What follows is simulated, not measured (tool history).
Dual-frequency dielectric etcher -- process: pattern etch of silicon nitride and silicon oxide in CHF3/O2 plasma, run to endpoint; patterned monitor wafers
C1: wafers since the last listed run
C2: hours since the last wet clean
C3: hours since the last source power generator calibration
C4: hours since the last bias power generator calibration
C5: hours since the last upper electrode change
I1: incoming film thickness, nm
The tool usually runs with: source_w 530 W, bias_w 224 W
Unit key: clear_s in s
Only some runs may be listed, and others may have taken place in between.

{"run": 1, "hour": 0.0, "source_w": 530, "bias_w": 224, "C1": 0, "C2": 357.7, "C3": 3808.5, "C4": 3271.1, "C5": 2238.3, "I1": 284.4, "clear_s": 180.1}
{"run": 2, "hour": 15.7, "source_w": 530, "bias_w": 224, "C1": 117, "C2": 373.4, "C3": 3824.2, "C4": 3286.8, "C5": 2254, "I1": 284.4, "clear_s": 179.6}
{"run": 3, "hour": 23.0, "source_w": 530, "bias_w": 224, "C1": 54, "C2": 380.7, "C3": 3831.5, "C4": 3294.1, "C5": 2261.3, "I1": 281.4, "clear_s": 177.4}
{"run": 4, "hour": 38.0, "source_w": 430, "bias_w": 224, "C1": 112, "C2": 395.7, "C3": 3846.5, "C4": 3309.1, "C5": 2276.3, "I1": 284.2, "clear_s": 194.8}
{"run": 5, "hour": 54.0, "source_w": 570, "bias_w": 224, "C1": 119, "C2": 411.7, "C3": 3862.5, "C4": 3325.1, "C5": 2292.3, "I1": 286.5, "clear_s": 175.3}
{"run": 6, "hour": 65.1, "source_w": 570, "bias_w": 224, "C1": 83, "C2": 422.8, "C3": 3873.6, "C4": 3336.2, "C5": 2303.4, "I1": 288, "clear_s": 177}
{"run": 7, "hour": 71.8, "source_w": 570, "bias_w": 224, "C1": 50, "C2": 429.5, "C3": 3880.3, "C4": 3342.9, "C5": 2310.1, "I1": 285.1, "clear_s": 176.4}
{"run": 8, "hour": 81.2, "source_w": 590, "bias_w": 251, "C1": 70, "C2": 438.9, "C3": 3889.7, "C4": 3352.3, "C5": 2319.5, "I1": 285.5, "clear_s": 166.1}
{"run": 9, "hour": 89.7, "source_w": 500, "bias_w": 224, "C1": 63, "C2": 447.4, "C3": 3898.2, "C4": 3360.8, "C5": 2328, "I1": 284.8, "clear_s": 182.7}
{"hour": 109.8, "done": "source power generator calibrated"}
{"run": 10, "hour": 129.6, "source_w": 500, "bias_w": 224, "C1": 268, "C2": 487.3, "C3": 19.8, "C4": 3400.7, "C5": 2367.9, "I1": 285.7, "clear_s": 186.6}
{"run": 11, "hour": 137.2, "source_w": 500, "bias_w": 224, "C1": 56, "C2": 494.9, "C3": 27.4, "C4": 3408.3, "C5": 2375.5, "I1": 283.3, "clear_s": 182.4}
{"run": 12, "hour": 150.3, "source_w": 440, "bias_w": 224, "C1": 97, "C2": 508, "C3": 40.5, "C4": 3421.4, "C5": 2388.6, "I1": 288, "clear_s": 195.3}
{"hour": 176.1, "done": "wet clean of the chamber"}
{"run": 13, "hour": 176.6, "source_w": 530, "bias_w": 169, "C1": 17, "C2": 0.5, "C3": 66.8, "C4": 3447.7, "C5": 2414.9, "I1": 285.8, "clear_s": 208}
{"run": 14, "hour": 178.8, "source_w": 460, "bias_w": 224, "C1": 16, "C2": 2.7, "C3": 69, "C4": 3449.9, "C5": 2417.1, "I1": 284.4, "clear_s": 191.1}
{"run": 15, "hour": 191.8, "source_w": 440, "bias_w": 201, "C1": 97, "C2": 15.7, "C3": 82, "C4": 3462.9, "C5": 2430.1, "I1": 285.8, "clear_s": 203.5}
{"run": 16, "hour": 201.2, "source_w": 530, "bias_w": 224, "C1": 70, "C2": 25.1, "C3": 91.4, "C4": 3472.3, "C5": 2439.5, "I1": 287.8, "clear_s": 182.9}
{"hour": 228.9, "done": "upper electrode replaced"}
{"run": 17, "hour": 229.4, "source_w": 530, "bias_w": 224, "C1": 31, "C2": 53.3, "C3": 119.6, "C4": 3500.5, "C5": 0.5, "I1": 285.3, "clear_s": 183}
{"hour": 235.2, "done": "bias power generator calibrated"}
{"run": 18, "hour": 235.7, "source_w": 610, "bias_w": 224, "C1": 17, "C2": 59.6, "C3": 125.9, "C4": 0.5, "C5": 6.8, "I1": 285.5, "clear_s": 173.3}
{"run": 19, "hour": 245.9, "source_w": 650, "bias_w": 256, "C1": 76, "C2": 69.8, "C3": 136.1, "C4": 10.7, "C5": 17, "I1": 285.7, "clear_s": 158.9}
{"run": 20, "hour": 257.4, "source_w": 600, "bias_w": 188, "C1": 86, "C2": 81.3, "C3": 147.6, "C4": 22.2, "C5": 28.5, "I1": 284, "clear_s": 186.7}
{"run": 21, "hour": 274.8, "source_w": 650, "bias_w": 224, "C1": 130, "C2": 98.7, "C3": 165, "C4": 39.6, "C5": 45.9, "I1": 283.1, "clear_s": 165.5}
{"run": 22, "hour": 286.9, "source_w": 430, "bias_w": 224, "C1": 90, "C2": 110.8, "C3": 177.1, "C4": 51.7, "C5": 58, "I1": 283, "clear_s": 195.3}
{"run": 23, "hour": 303.1, "source_w": 630, "bias_w": 184, "C1": 121, "C2": 127, "C3": 193.3, "C4": 67.9, "C5": 74.2, "I1": 286.1, "clear_s": 185}
{"run": 24, "hour": 314.1, "source_w": 500, "bias_w": 179, "C1": 82, "C2": 138, "C3": 204.3, "C4": 78.9, "C5": 85.2, "I1": 287.8, "clear_s": 207.8}

Hidden condition of the tool, last listed run before each entry between runs versus first listed run after:
In the gap between runs 9 and 10: source power generator calibrated (hour 109.8)
  both runs share identical hidden conditions
In the gap between runs 12 and 13: wet clean of the chamber (hour 176.1)
  both runs share identical hidden conditions
In the gap between runs 16 and 17: upper electrode replaced (hour 228.9)
  both runs share identical hidden conditions
In the gap between runs 17 and 18: bias power generator calibrated (hour 235.2)
  both runs share identical hidden conditions
